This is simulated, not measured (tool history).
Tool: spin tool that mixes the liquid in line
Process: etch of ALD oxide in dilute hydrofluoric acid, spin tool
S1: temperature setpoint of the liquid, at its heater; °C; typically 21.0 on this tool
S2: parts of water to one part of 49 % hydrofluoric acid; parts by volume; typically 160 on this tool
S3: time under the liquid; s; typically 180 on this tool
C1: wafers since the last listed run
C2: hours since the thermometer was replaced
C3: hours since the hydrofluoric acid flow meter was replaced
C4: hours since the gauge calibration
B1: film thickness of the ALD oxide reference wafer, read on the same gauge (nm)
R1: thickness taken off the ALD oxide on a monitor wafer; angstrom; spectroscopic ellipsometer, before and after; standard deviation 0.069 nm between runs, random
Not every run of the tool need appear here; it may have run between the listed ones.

run 1 hour=0.0 | S1=21.0 S2=120 S3=210 | C1=0 C2=1410.1 C3=842.5 C4=754.4 | B1=30.01 | R1=147.8
run 2 hour=29.1 | S1=21.0 S2=120 S3=210 | C1=234 C2=1439.2 C3=871.6 C4=783.5 | B1=30.02 | R1=149.1
run 3 hour=57.8 | S1=21.0 S2=120 S3=210 | C1=231 C2=1467.9 C3=900.3 C4=812.2 | B1=29.98 | R1=150.3
run 4 hour=165.6 | S1=21.0 S2=160 S3=180 | C1=868 C2=1575.7 C3=1008.1 C4=920.0 | B1=30.00 | R1=91.4
run 5 hour=178.7 | S1=21.0 S2=205 S3=180 | C1=105 C2=1588.8 C3=1021.2 C4=933.1 | B1=29.98 | R1=68.5
run 6 hour=200.5 | S1=21.0 S2=205 S3=180 | C1=175 C2=1610.6 C3=1043.0 C4=954.9 | B1=30.00 | R1=68.9
run 7 hour=225.6 | S1=21.0 S2=160 S3=180 | C1=202 C2=1635.7 C3=1068.1 C4=980.0 | B1=30.02 | R1=91.5
run 8 hour=292.4 | S1=21.0 S2=160 S3=180 | C1=538 C2=1702.5 C3=1134.9 C4=1046.8 | B1=29.98 | R1=92.3
run 9 hour=322.2 | S1=17.5 S2=100 S3=180 | C1=240 C2=1732.3 C3=1164.7 C4=1076.6 | B1=29.97 | R1=138.5
-- hour=342.2 thermometer replaced
run 10 hour=352.3 | S1=17.5 S2=100 S3=180 | C1=234 C2=10.1 C3=1194.8 C4=1106.7 | B1=30.01 | R1=129.1
run 11 hour=369.3 | S1=17.5 S2=100 S3=180 | C1=136 C2=27.1 C3=1211.8 C4=1123.7 | B1=29.99 | R1=128.0
-- hour=389.4 hydrofluoric acid flow meter replaced
run 12 hour=394.5 | S1=21.0 S2=160 S3=180 | C1=194 C2=52.3 C3=5.1 C4=1148.9 | B1=30.03 | R1=87.2
run 13 hour=413.4 | S1=21.0 S2=160 S3=180 | C1=152 C2=71.2 C3=24.0 C4=1167.8 | B1=30.01 | R1=87.9
-- hour=414.0 gauge calibrated
run 14 hour=447.7 | S1=21.0 S2=160 S3=180 | C1=276 C2=105.5 C3=58.3 C4=33.7 | B1=29.99 | R1=87.3
run 15 hour=468.5 | S1=23.5 S2=160 S3=255 | C1=167 C2=126.3 C3=79.1 C4=54.5 | B1=30.01 | R1=135.4
run 16 hour=565.6 | S1=23.5 S2=160 S3=255 | C1=782 C2=223.4 C3=176.2 C4=151.6 | B1=30.01 | R1=137.7
run 17 hour=600.1 | S1=19.5 S2=115 S3=120 | C1=277 C2=257.9 C3=210.7 C4=186.1 | B1=30.02 | R1=79.2
run 18 hour=621.5 | S1=21.0 S2=160 S3=180 | C1=172 C2=279.3 C3=232.1 C4=207.5 | B1=29.96 | R1=86.9
run 19 hour=636.9 | S1=17.0 S2=160 S3=180 | C1=124 C2=294.7 C3=247.5 C4=222.9 | B1=30.00 | R1=74.3
run 20 hour=652.4 | S1=23.5 S2=160 S3=255 | C1=124 C2=310.2 C3=263.0 C4=238.4 | B1=29.99 | R1=136.6
run 21 hour=674.9 | S1=17.5 S2=160 S3=130 | C1=181 C2=332.7 C3=285.5 C4=260.9 | B1=30.03 | R1=55.6
run 22 hour=694.6 | S1=21.0 S2=185 S3=180 | C1=158 C2=352.4 C3=305.2 C4=280.6 | B1=30.00 | R1=73.9
run 23 hour=781.1 | S1=21.0 S2=160 S3=205 | C1=696 C2=438.9 C3=391.7 C4=367.1 | B1=30.00 | R1=100.9
run 24 hour=809.2 | S1=25.0 S2=200 S3=275 | C1=226 C2=467.0 C3=419.8 C4=395.2 | B1=29.99 | R1=121.8
run 25 hour=828.8 | S1=24.5 S2=220 S3=180 | C1=157 C2=486.6 C3=439.4 C4=414.8 | B1=30.02 | R1=68.4
run 26 hour=863.6 | S1=21.0 S2=160 S3=180 | C1=280 C2=521.4 C3=474.2 C4=449.6 | B1=29.97 | R1=89.8
run 27 hour=877.8 | S1=21.0 S2=160 S3=180 | C1=114 C2=535.6 C3=488.4 C4=463.8 | B1=29.98 | R1=88.1
run 28 hour=890.2 | S1=21.0 S2=160 S3=180 | C1=99 C2=548.0 C3=500.8 C4=476.2 | B1=30.00 | R1=87.0
run 29 hour=909.8 | S1=22.5 S2=160 S3=210 | C1=157 C2=567.6 C3=520.4 C4=495.8 | B1=29.97 | R1=109.5
run 30 hour=925.5 | S1=21.0 S2=215 S3=140 | C1=126 C2=583.3 C3=536.1 C4=511.5 | B1=29.97 | R1=48.4
run 31 hour=938.4 | S1=17.0 S2=160 S3=180 | C1=103 C2=596.2 C3=549.0 C4=524.4 | B1=29.99 | R1=74.5
run 32 hour=968.6 | S1=18.0 S2=115 S3=180 | C1=243 C2=626.4 C3=579.2 C4=554.6 | B1=30.02 | R1=114.1
run 33 hour=989.5 | S1=17.0 S2=195 S3=210 | C1=168 C2=647.3 C3=600.1 C4=575.5 | B1=30.02 | R1=70.4
run 34 hour=1002.1 | S1=21.0 S2=160 S3=180 | C1=101 C2=659.9 C3=612.7 C4=588.1 | B1=30.01 | R1=88.4
run 35 hour=1036.1 | S1=18.5 S2=90 S3=245 | C1=273 C2=693.9 C3=646.7 C4=622.1 | B1=29.98 | R1=207.4

Forecast each of these 3 alternatives for the next run:
run A hour=1036.6 | S1=21.0 S2=160 S3=180 | C1=4 C2=694.4 C3=647.2 C4=622.6 | B1=? | R1=?
run B hour=1036.6 | S1=19.0 S2=95 S3=125 | C1=4 C2=694.4 C3=647.2 C4=622.6 | B1=? | R1=?
run C hour=1036.6 | S1=24.0 S2=125 S3=255 | C1=4 C2=694.4 C3=647.2 C4=622.6 | B1=? | R1=?

run=A B1=30.01 R1=89.5
run=B B1=30.01 R1=103.7
run=C B1=30.01 R1=189.7
With no hidden state in the tool, these same runs would have given:
run=A R1=87.2
run=B R1=100.9
run=C R1=184.8
